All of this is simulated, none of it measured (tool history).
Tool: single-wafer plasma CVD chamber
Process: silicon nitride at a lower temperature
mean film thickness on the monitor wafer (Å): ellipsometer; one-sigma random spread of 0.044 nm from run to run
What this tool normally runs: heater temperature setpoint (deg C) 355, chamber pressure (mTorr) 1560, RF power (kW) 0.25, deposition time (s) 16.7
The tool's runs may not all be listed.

run	hour	heater temperature setpoint (deg C)	chamber pressure (mTorr)	RF power (kW)	deposition time (s)	wafers since the last listed run	hours since the last thermocouple change	hours since the last RF generator calibration	hours since the last manometer calibration	hours since the showerhead was replaced	hours since the gauge calibration	read-back reference wafer on the same gauge, thickness_nm	mean film thickness on the monitor wafer (Å)
1	0	346	1560	0.25	16.7	0	2578	1469.3	2021.7	5985	33.7	20.488	161.6
2	8.7	346	1560	0.25	16.7	146	2586.7	1478	2030.4	5993.7	42.4	20.5	161.69
3	15.7	355	1560	0.25	16.7	118	2593.7	1485	2037.4	6000.7	49.4	20.486	161.4
4	23	355	1560	0.25	16.7	123	2601	1492.3	2044.7	6008	56.7	20.511	160.19
5	35.5	355	1560	0.25	16.7	210	2613.5	1504.8	2057.2	6020.5	69.2	20.509	160.65
6	52.2	355	1560	0.25	16.7	281	2630.2	1521.5	2073.9	6037.2	85.9	20.484	160.38
7	65.8	355	1560	0.25	16.7	229	2643.8	1535.1	2087.5	6050.8	99.5	20.536	159.97
8	93.9	355	1560	0.25	16.7	474	2671.9	1563.2	2115.6	6078.9	127.6	20.486	159.96
9	101.1	355	1780	0.25	16.7	121	2679.1	1570.4	2122.8	6086.1	134.8	20.502	163.86
10	115.5	355	1780	0.25	16.7	243	2693.5	1584.8	2137.2	6100.5	149.2	20.48	163.34
# hour 134.5: thermocouple changed; heater temperature recalibrated
11	135	355	1780	0.25	16.7	194	0.5	1604.3	2156.7	6120	168.7	20.504	162.7
12	136.7	355	1560	0.25	16.7	28	2.2	1606	2158.4	6121.7	170.4	20.502	159.52
# hour 142.3: gauge calibrated
13	151.8	355	1560	0.25	16.7	254	17.3	1621.1	2173.5	6136.8	9.5	20.511	158.54
14	169.1	348	1360	0.29	13.5	291	34.6	1638.4	2190.8	6154.1	26.8	20.505	141.04

What will run 15 give?
15	175.8	355	1210	0.275	16.7	113	41.3	1645.1	2197.5	6160.8	33.5	?	?

{"run 15": {"read-back reference wafer on the same gauge, thickness_nm": 20.474, "mean film thickness on the monitor wafer (Å)": 163}}
With the hidden condition absent and the run-to-run variation left alone, this run would have shown mean film thickness on the monitor wafer (Å) 176.13.
